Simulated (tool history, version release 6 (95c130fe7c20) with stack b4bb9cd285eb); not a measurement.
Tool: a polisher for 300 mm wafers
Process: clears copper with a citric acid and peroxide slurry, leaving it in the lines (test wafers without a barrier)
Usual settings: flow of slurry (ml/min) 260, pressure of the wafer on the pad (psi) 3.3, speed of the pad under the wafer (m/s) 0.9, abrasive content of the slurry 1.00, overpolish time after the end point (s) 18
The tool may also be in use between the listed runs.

run,hour,flow of slurry (ml/min),pressure of the wafer on the pad (psi),speed of the pad under the wafer (m/s),abrasive content of the slurry,overpolish time after the end point (s),wafers since the last listed run,wafers polished on this pad,hours since the slurry nozzle was cleaned,hours since the head pressure was calibrated,hours since the slurry blender was calibrated,"incoming thickness of the incoming film, nm",time until the end point was called (s),dishing of a wide line in a test structure (Å)
1,0.0,260,3.3,0.9,1.00,18,0,46,18.9,649.4,176.5,205.8,84.1,311
2,49.4,300,3.3,0.9,1.00,15,448,494,68.3,698.8,225.9,204.1,83.8,263
3,112.4,300,3.3,0.9,1.00,15,571,1066,131.3,761.8,288.9,204.5,82.8,283
# hour 132.6: worn pad replaced by a new one
4,149.7,300,3.3,0.9,1.00,15,302,155,168.6,799.1,326.2,206.9,83.7,280
5,221.5,260,3.3,0.9,1.00,18,651,806,240.4,870.9,398.0,209.2,88.0,302
6,257.0,260,3.9,0.9,1.00,18,322,1128,275.9,906.4,433.5,206.3,72.6,347
# hour 261.8: worn pad replaced by a new one
7,325.4,260,3.9,0.9,1.00,18,584,577,344.3,974.8,501.9,206.1,74.8,354
8,353.3,260,3.9,0.9,1.00,18,253,830,372.2,1002.7,529.8,205.1,73.6,364
# hour 355.7: head pressure recalibrated
# hour 359.2: slurry blender recalibrated
# hour 383.0: worn pad replaced by a new one
9,399.3,260,2.8,0.9,1.10,10,344,147,418.2,43.6,40.1,201.3,91.5,159
# hour 414.9: slurry nozzle cleaned
10,458.2,260,2.6,0.9,0.85,18,525,673,43.3,102.5,99.0,206.4,106.5,252
# hour 510.0: worn pad replaced by a new one
11,510.5,305,3.3,0.9,1.00,18,438,4,95.6,154.8,151.3,203.5,82.8,310
12,564.9,260,4.4,0.9,1.00,10,493,498,150.0,209.2,205.7,206.9,65.9,233
13,613.5,305,3.6,0.9,1.20,18,441,939,198.6,257.8,254.3,204.4,75.1,344
# hour 651.1: worn pad replaced by a new one
14,659.3,260,3.3,0.9,0.90,18,379,74,244.4,303.6,300.1,207.0,86.5,298

Some steps in time until the end point was called (s) between neighbouring runs. How much of each would the tool show without its hidden state too (settings, what came in, random variation), and how much is left for the hidden state, with any gauge scatter that isn't in both results?
The hidden state here: removal rate lost through wear of the pad, %; slurry flow missing at the pad, %; deviation of the head's pressure from its setpoint, %; abrasive missing from the slurry, %.
Run 8 -> 9: pressure of the wafer on the pad (psi) 3.9 -> 2.8, abrasive content of the slurry 1.00 -> 1.10, overpolish time after the end point (s) 18 -> 10, head pressure recalibrated, slurry blender recalibrated, worn pad replaced by a new one. time until the end point was called (s) +17.9: hidden state -2.8, all else +20.7.
Run 10 -> 11: flow of slurry (ml/min) 260 -> 305, pressure of the wafer on the pad (psi) 2.6 -> 3.3, abrasive content of the slurry 0.85 -> 1.00, worn pad replaced by a new one. time until the end point was called (s) -23.7: hidden state -0.1, all else -23.6.
